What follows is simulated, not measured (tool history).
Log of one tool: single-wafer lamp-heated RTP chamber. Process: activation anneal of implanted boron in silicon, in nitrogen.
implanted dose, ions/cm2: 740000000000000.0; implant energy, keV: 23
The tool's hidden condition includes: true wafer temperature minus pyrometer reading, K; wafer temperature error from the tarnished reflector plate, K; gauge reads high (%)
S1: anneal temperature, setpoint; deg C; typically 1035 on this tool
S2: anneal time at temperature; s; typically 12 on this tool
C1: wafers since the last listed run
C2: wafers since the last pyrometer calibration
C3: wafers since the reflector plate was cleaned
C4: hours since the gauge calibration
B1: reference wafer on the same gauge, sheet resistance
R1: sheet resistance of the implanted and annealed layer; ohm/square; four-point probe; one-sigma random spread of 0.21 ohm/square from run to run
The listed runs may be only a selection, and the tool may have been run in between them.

run,hour,S1,S2,C1,C2,C3,C4,B1,R1
1,0.0,1035,12,0,1031,4593,306.0,138.05,137.60
2,13.3,1035,12,362,1394,4955,319.3,138.00,137.94
3,36.0,1035,17,619,2013,5575,342.0,137.99,137.50
4,51.7,1035,12,428,2441,6003,357.7,137.97,137.34
5,86.6,1035,18,952,3393,6955,392.6,138.02,137.25
6,117.7,1035,18,848,4242,7804,423.7,137.98,137.45
# hour 153.7: pyrometer window cleaned and pyrometer calibrated
7,154.2,1035,18,777,14,8581,460.2,138.01,137.19
8,179.6,1051,12,692,707,9274,485.6,137.98,137.43
# hour 194.1: reflector plate cleaned
9,205.6,1011,12,491,1198,312,511.6,137.98,140.22
10,237.9,1011,12,881,2079,1194,543.9,138.04,140.19
11,267.0,1035,12,793,2873,1987,573.0,138.03,137.38
12,297.2,1035,12,823,3696,2811,603.2,138.01,137.78
13,324.3,1035,12,739,4436,3551,630.3,138.03,137.47
14,345.6,1035,12,581,5017,4132,651.6,138.04,137.56
15,372.8,1035,12,742,5759,4874,678.8,137.97,137.58
16,387.8,1035,12,409,6168,5283,693.8,138.03,137.68
# hour 400.8: pyrometer window cleaned and pyrometer calibrated
17,401.1,1035,12,144,9,5427,707.1,138.01,138.06
18,416.6,1058,12,422,432,5850,722.6,138.00,136.51
# hour 440.4: gauge calibrated
19,450.4,1035,7,922,1354,6772,10.0,138.03,137.94
20,463.6,1010,17,360,1714,7133,23.2,137.98,139.95
21,485.3,1016,14,591,2306,7725,44.9,138.05,139.23
22,502.0,1051,12,455,2762,8180,61.6,138.02,136.97
23,530.3,1009,5,772,3534,8952,89.9,137.98,142.65
24,549.9,1060,12,534,4068,9487,109.5,138.05,136.34
# hour 568.0: reflector plate cleaned
25,584.9,1064,6,736,4805,460,144.5,138.02,137.05
# hour 607.9: pyrometer window cleaned and pyrometer calibrated
26,613.7,1021,5,567,158,1027,173.3,138.00,140.23
27,646.3,1035,16,889,1048,1917,205.9,138.00,137.24
28,664.3,1065,12,491,1539,2408,223.9,138.00,136.56
29,687.4,1008,16,630,2169,3038,247.0,138.02,140.41
30,713.6,1063,15,714,2884,3753,273.2,138.00,136.54
31,727.8,1045,15,387,3271,4140,287.4,138.02,136.66
32,761.8,1021,5,927,4199,5068,321.4,138.02,140.35
33,781.9,1035,12,548,4747,5616,341.5,138.00,138.06
34,802.0,1049,7,548,5295,6164,361.6,137.97,137.70

Forecast each of these 4 alternatives for the next run:
A,802.4,1010,12,10,5306,6175,362.0,?,?
B,802.4,1021,12,10,5306,6175,362.0,?,?
C,802.4,1035,8,10,5306,6175,362.0,?,?
D,802.4,1053,14,10,5306,6175,362.0,?,?

run,B1,R1
A,138.01,140.58
B,138.01,138.90
C,138.01,138.07
D,138.01,136.75
The same runs, with their run-to-run variation unchanged, on a tool lacking any hidden condition would have given:
run,R1
A,140.58
B,138.90
C,138.07
D,136.75

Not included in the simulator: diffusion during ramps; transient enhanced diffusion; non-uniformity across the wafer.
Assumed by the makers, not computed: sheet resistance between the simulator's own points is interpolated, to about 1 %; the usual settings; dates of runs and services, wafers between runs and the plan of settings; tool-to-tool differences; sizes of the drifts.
